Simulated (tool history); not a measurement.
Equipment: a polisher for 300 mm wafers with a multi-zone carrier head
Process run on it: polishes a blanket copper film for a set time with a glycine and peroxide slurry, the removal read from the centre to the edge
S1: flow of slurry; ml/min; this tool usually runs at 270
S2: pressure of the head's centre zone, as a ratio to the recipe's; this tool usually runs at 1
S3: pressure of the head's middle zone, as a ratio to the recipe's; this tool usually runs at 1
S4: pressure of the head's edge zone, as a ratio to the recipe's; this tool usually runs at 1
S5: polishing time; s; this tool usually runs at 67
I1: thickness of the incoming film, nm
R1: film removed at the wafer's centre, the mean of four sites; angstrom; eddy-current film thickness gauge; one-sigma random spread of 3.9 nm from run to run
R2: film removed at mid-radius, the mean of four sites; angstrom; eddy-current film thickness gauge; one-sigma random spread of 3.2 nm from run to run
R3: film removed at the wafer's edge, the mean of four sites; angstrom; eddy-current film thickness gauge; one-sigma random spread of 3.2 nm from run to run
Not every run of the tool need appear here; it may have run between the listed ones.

| run | hour | S1 | S2 | S3 | S4 | S5 | I1 | R1 | R2 | R3 |
|---|---|---|---|---|---|---|---|---|---|---|
| 1 | 0 | 270 | 1 | 1 | 1 | 67 | 2276.6 | 3587 | 3395 | 3392 |
|  | 20.8 | centre zone pressure recalibrated |
| 2 | 48.4 | 270 | 1 | 1 | 1 | 67 | 2243.3 | 3292 | 3465 | 3407 |
| 3 | 150.5 | 295 | 1 | 1 | 1.09 | 67 | 2271.2 | 3465 | 3471 | 3552 |
| 4 | 227.2 | 295 | 1 | 1 | 1.09 | 67 | 2250.7 | 3452 | 3450 | 3562 |
| 5 | 313.1 | 270 | 0.88 | 0.89 | 1 | 67 | 2273.8 | 2999 | 3164 | 3436 |
|  | 318.7 | slurry nozzle cleaned |
| 6 | 383.4 | 270 | 1 | 1 | 1 | 67 | 2276.8 | 3421 | 3433 | 3383 |
|  | 434.2 | edge zone pressure recalibrated |
| 7 | 460.3 | 230 | 1 | 1 | 0.96 | 67 | 2231.4 | 3397 | 3387 | 3336 |
|  | 486 | worn pad replaced by a new one |
| 8 | 527.2 | 245 | 0.88 | 0.9 | 1 | 54 | 2285.5 | 2441 | 2543 | 2739 |
| 9 | 614.9 | 340 | 1 | 1.06 | 1 | 67 | 2280.3 | 3662 | 3672 | 3458 |
|  | 680.3 | carrier head's membrane replaced by a new one |
| 10 | 682.9 | 220 | 0.93 | 1.08 | 1 | 84 | 2285 | 4030 | 4381 | 4233 |
| 11 | 751.3 | 270 | 1 | 1 | 0.93 | 67 | 2251.2 | 3629 | 3416 | 3317 |
|  | 768.2 | centre zone pressure recalibrated |
|  | 1048.2 | slurry nozzle cleaned |
| 12 | 1072.7 | 270 | 1 | 0.95 | 1 | 48 | 2285.9 | 2542 | 2328 | 2469 |
|  | 1099 | worn pad replaced by a new one, of another model than before |
| 13 | 1157.8 | 270 | 0.91 | 0.89 | 0.96 | 67 | 2279.7 | 3135 | 3102 | 3332 |
| 14 | 1230.6 | 270 | 1 | 1 | 1 | 85 | 2242.7 | 4465 | 4299 | 4378 |
|  | 1246.3 | edge zone pressure recalibrated |
| 15 | 1321 | 270 | 1 | 1 | 1 | 67 | 2224.3 | 3461 | 3465 | 3403 |
| 16 | 1413.3 | 270 | 1.05 | 1 | 1 | 60 | 2268 | 3383 | 3044 | 3012 |
|  | 1431.1 | centre zone pressure recalibrated |
|  | 1500.8 | carrier head's membrane replaced by a new one |
| 17 | 1681.9 | 345 | 0.97 | 1 | 0.94 | 67 | 2294.5 | 3410 | 3503 | 3368 |
|  | 1706 | slurry nozzle cleaned |
|  | 1731 | worn pad replaced by a new one |
| 18 | 1745.2 | 335 | 1.07 | 1 | 1 | 67 | 2295.1 | 3871 | 3440 | 3447 |
| 19 | 1935.9 | 270 | 1 | 0.93 | 1 | 67 | 2274.7 | 3588 | 3207 | 3434 |
| 20 | 2009.2 | 270 | 1.09 | 1.07 | 1 | 55 | 2317.8 | 3162 | 2991 | 2781 |
| 21 | 2070.3 | 270 | 1 | 1 | 1 | 67 | 2273.2 | 3505 | 3459 | 3383 |
|  | 2081.9 | centre zone pressure recalibrated |
|  | 2102.9 | edge zone pressure recalibrated |
| 22 | 2151.9 | 270 | 1 | 1 | 0.91 | 56 | 2286.8 | 2834 | 2881 | 2697 |

Predict the results of run 23:
| 23 | 2219.2 | 205 | 1 | 1.1 | 1 | 55 | 2264.2 | ? | ? | ? |

R1: 2730 angstrom
R2: 2947 angstrom
R3: 2681 angstrom
Minus the tool's unlogged condition, the same run would have read R1 2694 angstrom, R2 2947 angstrom, R3 2681 angstrom.

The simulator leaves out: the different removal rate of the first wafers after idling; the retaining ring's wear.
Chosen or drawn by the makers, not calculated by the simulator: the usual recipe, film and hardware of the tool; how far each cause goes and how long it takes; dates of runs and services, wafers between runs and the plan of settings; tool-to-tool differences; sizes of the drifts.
